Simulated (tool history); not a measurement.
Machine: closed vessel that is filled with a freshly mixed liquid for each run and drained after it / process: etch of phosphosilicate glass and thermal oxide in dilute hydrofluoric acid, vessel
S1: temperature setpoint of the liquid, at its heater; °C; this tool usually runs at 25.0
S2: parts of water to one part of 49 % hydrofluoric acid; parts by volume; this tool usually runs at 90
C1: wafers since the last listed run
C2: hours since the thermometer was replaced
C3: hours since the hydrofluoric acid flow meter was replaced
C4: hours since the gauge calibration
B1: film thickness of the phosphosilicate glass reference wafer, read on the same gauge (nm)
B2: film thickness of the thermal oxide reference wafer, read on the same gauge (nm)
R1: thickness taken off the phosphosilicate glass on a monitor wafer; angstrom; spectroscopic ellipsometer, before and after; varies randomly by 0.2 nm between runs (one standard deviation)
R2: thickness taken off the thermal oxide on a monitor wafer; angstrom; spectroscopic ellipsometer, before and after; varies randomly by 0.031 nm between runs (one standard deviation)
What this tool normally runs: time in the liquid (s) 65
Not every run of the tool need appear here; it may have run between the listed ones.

run 1 hour=0.0 | S1=25.0 S2=115 time_in_the_liquid_(s)=65 | C1=0 C2=1754.5 C3=1149.7 C4=178.0 | B1=110.00 B2=140.032 | R1=328.9 R2=29.46
-- hour=8.5 hydrofluoric acid flow meter replaced
run 2 hour=10.7 | S1=25.0 S2=115 time_in_the_liquid_(s)=65 | C1=897 C2=1765.2 C3=2.2 C4=188.7 | B1=109.98 B2=140.012 | R1=328.5 R2=29.74
run 3 hour=28.5 | S1=25.0 S2=90 time_in_the_liquid_(s)=65 | C1=1646 C2=1783.0 C3=20.0 C4=206.5 | B1=110.00 B2=140.045 | R1=431.5 R2=39.01
run 4 hour=46.4 | S1=25.0 S2=90 time_in_the_liquid_(s)=65 | C1=1655 C2=1800.9 C3=37.9 C4=224.4 | B1=109.99 B2=139.979 | R1=436.5 R2=39.00
run 5 hour=57.8 | S1=25.0 S2=90 time_in_the_liquid_(s)=65 | C1=1054 C2=1812.3 C3=49.3 C4=235.8 | B1=110.02 B2=140.010 | R1=435.9 R2=39.03
run 6 hour=74.9 | S1=25.0 S2=90 time_in_the_liquid_(s)=65 | C1=1581 C2=1829.4 C3=66.4 C4=252.9 | B1=110.01 B2=140.022 | R1=436.2 R2=39.13
run 7 hour=81.8 | S1=25.0 S2=90 time_in_the_liquid_(s)=65 | C1=638 C2=1836.3 C3=73.3 C4=259.8 | B1=109.99 B2=139.992 | R1=434.2 R2=39.01
run 8 hour=88.6 | S1=23.5 S2=65 time_in_the_liquid_(s)=40 | C1=629 C2=1843.1 C3=80.1 C4=266.6 | B1=110.02 B2=140.012 | R1=359.6 R2=32.38
run 9 hour=98.1 | S1=25.0 S2=90 time_in_the_liquid_(s)=65 | C1=878 C2=1852.6 C3=89.6 C4=276.1 | B1=109.99 B2=140.032 | R1=432.3 R2=39.54
run 10 hour=112.6 | S1=25.0 S2=90 time_in_the_liquid_(s)=65 | C1=1341 C2=1867.1 C3=104.1 C4=290.6 | B1=109.98 B2=140.022 | R1=436.2 R2=39.15
run 11 hour=119.2 | S1=27.5 S2=70 time_in_the_liquid_(s)=85 | C1=610 C2=1873.7 C3=110.7 C4=297.2 | B1=109.97 B2=140.016 | R1=823.0 R2=75.41
run 12 hour=125.5 | S1=22.0 S2=65 time_in_the_liquid_(s)=50 | C1=582 C2=1880.0 C3=117.0 C4=303.5 | B1=109.98 B2=140.058 | R1=420.9 R2=38.08
run 13 hour=139.8 | S1=28.5 S2=90 time_in_the_liquid_(s)=85 | C1=1322 C2=1894.3 C3=131.3 C4=317.8 | B1=109.99 B2=140.038 | R1=648.5 R2=58.21
-- hour=146.6 thermometer replaced
run 14 hour=155.3 | S1=22.0 S2=70 time_in_the_liquid_(s)=30 | C1=1341 C2=8.7 C3=146.8 C4=333.3 | B1=109.99 B2=139.987 | R1=233.9 R2=21.14
run 15 hour=173.0 | S1=25.0 S2=90 time_in_the_liquid_(s)=65 | C1=1637 C2=26.4 C3=164.5 C4=351.0 | B1=109.98 B2=139.989 | R1=433.5 R2=38.71
run 16 hour=181.5 | S1=25.0 S2=65 time_in_the_liquid_(s)=50 | C1=786 C2=34.9 C3=173.0 C4=359.5 | B1=110.00 B2=139.989 | R1=479.5 R2=43.40
-- hour=191.3 gauge calibrated
run 17 hour=192.7 | S1=25.0 S2=90 time_in_the_liquid_(s)=65 | C1=1036 C2=46.1 C3=184.2 C4=1.4 | B1=110.02 B2=140.002 | R1=435.0 R2=38.80
run 18 hour=225.5 | S1=25.0 S2=90 time_in_the_liquid_(s)=65 | C1=3034 C2=78.9 C3=217.0 C4=34.2 | B1=110.00 B2=140.006 | R1=433.7 R2=38.77
run 19 hour=234.5 | S1=29.0 S2=75 time_in_the_liquid_(s)=65 | C1=832 C2=87.9 C3=226.0 C4=43.2 | B1=110.01 B2=140.014 | R1=627.2 R2=56.38
run 20 hour=242.5 | S1=21.0 S2=90 time_in_the_liquid_(s)=30 | C1=740 C2=95.9 C3=234.0 C4=51.2 | B1=110.00 B2=139.979 | R1=170.3 R2=15.27
run 21 hour=258.4 | S1=26.5 S2=90 time_in_the_liquid_(s)=65 | C1=1470 C2=111.8 C3=249.9 C4=67.1 | B1=110.00 B2=140.022 | R1=463.6 R2=41.88
run 22 hour=267.7 | S1=27.5 S2=125 time_in_the_liquid_(s)=45 | C1=860 C2=121.1 C3=259.2 C4=76.4 | B1=109.99 B2=139.964 | R1=230.1 R2=20.45
run 23 hour=276.3 | S1=25.0 S2=90 time_in_the_liquid_(s)=85 | C1=795 C2=129.7 C3=267.8 C4=85.0 | B1=110.01 B2=139.969 | R1=570.3 R2=50.52
run 24 hour=288.2 | S1=21.5 S2=105 time_in_the_liquid_(s)=50 | C1=1100 C2=141.6 C3=279.7 C4=96.9 | B1=110.03 B2=139.976 | R1=242.0 R2=22.23
run 25 hour=297.5 | S1=25.0 S2=90 time_in_the_liquid_(s)=65 | C1=860 C2=150.9 C3=289.0 C4=106.2 | B1=110.01 B2=139.974 | R1=434.4 R2=39.03

What differs in the tool's unlogged condition from the final listed run ahead of each entry between runs to the first listed run following it?
Between runs 1 and 2: hydrofluoric acid flow meter replaced (hour 8.5)
  the hidden state is the same at both runs
Between runs 13 and 14: thermometer replaced (hour 146.6)
  the hidden state is the same at both runs
Between runs 16 and 17: gauge calibrated (hour 191.3)
  the hidden state is the same at both runs
